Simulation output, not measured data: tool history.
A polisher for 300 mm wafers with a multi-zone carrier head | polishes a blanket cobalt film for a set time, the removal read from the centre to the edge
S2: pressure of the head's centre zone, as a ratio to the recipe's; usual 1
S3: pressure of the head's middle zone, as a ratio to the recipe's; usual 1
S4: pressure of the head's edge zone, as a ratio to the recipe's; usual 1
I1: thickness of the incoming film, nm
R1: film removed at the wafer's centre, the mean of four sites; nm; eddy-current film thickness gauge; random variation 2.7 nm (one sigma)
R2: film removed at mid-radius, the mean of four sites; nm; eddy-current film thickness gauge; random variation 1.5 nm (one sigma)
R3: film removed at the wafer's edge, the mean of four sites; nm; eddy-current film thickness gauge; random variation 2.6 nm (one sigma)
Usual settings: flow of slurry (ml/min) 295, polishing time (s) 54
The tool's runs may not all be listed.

Run 1, hour 0: usual settings; I1 1320.7. Result: R1 212.1 nm, R2 185.8 nm, R3 187.6 nm.
Run 2, hour 17.5: usual settings; I1 1312.5. Result: R1 208.6 nm, R2 188.4 nm, R3 191.6 nm.
Run 3, hour 33.1: usual settings but S3 0.96; I1 1326.9. Result: R1 212.3 nm, R2 176.7 nm, R3 191.3 nm.
Run 4, hour 48.7: usual settings but S3 0.96; I1 1311.8. Result: R1 212.9 nm, R2 182.3 nm, R3 193.8 nm.
Run 5, hour 56: usual settings; I1 1304.3. Result: R1 206.2 nm, R2 185.4 nm, R3 190.2 nm.
Run 6, hour 67.8: usual settings; I1 1310.3. Result: R1 208.4 nm, R2 185.7 nm, R3 189.8 nm.
Run 7, hour 79.1: usual settings; I1 1295.3. Result: R1 209.1 nm, R2 186.6 nm, R3 194.1 nm.
At hour 88.3: carrier head's membrane replaced by a new one.
Run 8, hour 94.7: usual settings; I1 1324.4. Result: R1 211.1 nm, R2 186.3 nm, R3 195.7 nm.
At hour 98.9: worn pad replaced by a new one.
At hour 102: edge zone pressure recalibrated.
Run 9, hour 103.3: usual settings but flow of slurry (ml/min) 235, S3 1.09; I1 1307.5. Result: R1 208.7 nm, R2 196.1 nm, R3 184.9 nm.
Run 10, hour 110.8: usual settings but flow of slurry (ml/min) 235, S3 1.09; I1 1339.2. Result: R1 204.1 nm, R2 198.1 nm, R3 186.9 nm.
At hour 120.4: centre zone pressure recalibrated.
Run 11, hour 126: usual settings but S3 1.09; I1 1329.5. Result: R1 191.3 nm, R2 201.5 nm, R3 193.1 nm.
Run 12, hour 142.8: usual settings but flow of slurry (ml/min) 265, polishing time (s) 62; I1 1332.6. Result: R1 222.4 nm, R2 213.3 nm, R3 217.5 nm.
At hour 152.8: slurry nozzle cleaned.
Run 13, hour 156.6: usual settings but S3 1.03; I1 1335.6. Result: R1 197.8 nm, R2 193.8 nm, R3 190.6 nm.
At hour 207.4: worn pad replaced by a new one.
Run 14, hour 208.7: usual settings but flow of slurry (ml/min) 395, S2 0.89, S3 0.96, S4 0.9; I1 1325. Result: R1 184.3 nm, R2 185.4 nm, R3 188.2 nm.
Run 15, hour 221.5: usual settings; I1 1327. Result: R1 200.5 nm, R2 187.3 nm, R3 193.9 nm.
Run 16, hour 228.4: usual settings but S3 1.04, S4 1.04, polishing time (s) 38; I1 1319.9. Result: R1 142.6 nm, R2 135.2 nm, R3 139 nm.
Run 17, hour 238.4: usual settings but S3 0.97; I1 1315.6. Result: R1 202.7 nm, R2 181.3 nm, R3 187 nm.
Run 18, hour 247.7: usual settings; I1 1329.3. Result: R1 204.3 nm, R2 187.4 nm, R3 189.4 nm.
Run 19, hour 263.5: usual settings but polishing time (s) 62; I1 1325.5. Result: R1 237 nm, R2 214.8 nm, R3 216.1 nm.
Run 20, hour 280.8: usual settings but S4 0.95; I1 1302.7. Result: R1 207.3 nm, R2 186.3 nm, R3 189.2 nm.
Run 21, hour 290.9: usual settings; I1 1345.2. Result: R1 203.7 nm, R2 186.1 nm, R3 192.8 nm.

3 ways to go on from here, each from the tool as it stands after run 21. What would each give?
Run A, hour 291.3: usual settings; I1 1316.5. Result: R1 ?, R2 ?, R3 ?.
Run B, hour 291.3: usual settings but polishing time (s) 61; I1 1316.5. Result: R1 ?, R2 ?, R3 ?.
Run C, hour 291.3: usual settings but S4 0.9; I1 1316.5. Result: R1 ?, R2 ?, R3 ?.

run     R1     R2     R3
  A  205.1  190.3    190
  B  231.7    215  214.6
  C  205.1  190.4  181.6
Without the tool's hidden state the same runs would have given:
run     R1     R2     R3
  A  192.3  190.4    190
  B  217.3  215.1  214.6
  C  192.3  190.4  181.6
